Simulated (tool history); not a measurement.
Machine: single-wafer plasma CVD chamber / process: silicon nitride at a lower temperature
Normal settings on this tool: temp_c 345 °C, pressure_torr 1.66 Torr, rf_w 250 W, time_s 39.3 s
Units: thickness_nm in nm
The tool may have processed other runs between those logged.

run	hour	temp_c	pressure_torr	rf_w	time_s	wafers since the last listed run	hours since the last thermocouple change	hours since the last RF generator calibration	hours since the last manometer calibration	hours since the showerhead was replaced	hours since the gauge calibration	read-back reference wafer on the same gauge, thickness_nm	thickness_nm
1	0.0	345	1.57	250	35.4	0	692.7	428.0	1915.8	2621.3	3320.8	46.205	38.198
2	99.6	345	1.66	210	39.3	2458	792.3	527.6	2015.4	2720.9	3420.4	46.222	37.594
3	161.9	345	1.66	225	39.3	1537	854.6	589.9	2077.7	2783.2	3482.7	46.187	39.651
4	208.3	345	1.66	225	39.3	1145	901.0	636.3	2124.1	2829.6	3529.1	46.213	39.543
5	269.8	345	1.66	225	39.3	1518	962.5	697.8	2185.6	2891.1	3590.6	46.187	39.493
6	320.8	345	1.52	250	39.3	1258	1013.5	748.8	2236.6	2942.1	3641.6	46.191	42.139
7	367.2	345	1.66	250	46.7	1145	1059.9	795.2	2283.0	2988.5	3688.0	46.192	50.943
# hour 399.8: thermocouple changed; heater temperature recalibrated
# hour 405.9: showerhead replaced
# hour 421.9: capacitance manometer re-zeroed and calibrated
8	422.4	356	1.66	205	43.5	816	22.6	850.4	0.5	16.5	3743.2	46.191	40.976
9	469.5	345	1.66	250	39.3	1162	69.7	897.5	47.6	63.6	3790.3	46.192	43.401
10	532.5	345	1.99	210	39.3	1555	132.7	960.5	110.6	126.6	3853.3	46.198	39.085
11	587.7	345	1.30	200	39.3	1362	187.9	1015.7	165.8	181.8	3908.5	46.197	34.822
# hour 685.1: RF generator calibrated
12	685.6	345	1.66	250	39.3	2219	285.8	0.5	263.7	279.7	4006.4	46.203	43.463
13	741.7	345	1.66	265	39.3	1384	341.9	56.6	319.8	335.8	4062.5	46.196	45.202

For run 14, what comes out?
14	806.8	354	1.81	215	33.5	1607	407.0	121.7	384.9	400.9	4127.6	?	?

Run 14 came out at read-back reference wafer on the same gauge, thickness_nm 46.201, thickness_nm 33.191 nm.
With the hidden condition absent and the run-to-run variation left alone, this run would have shown thickness_nm 33.336 nm.
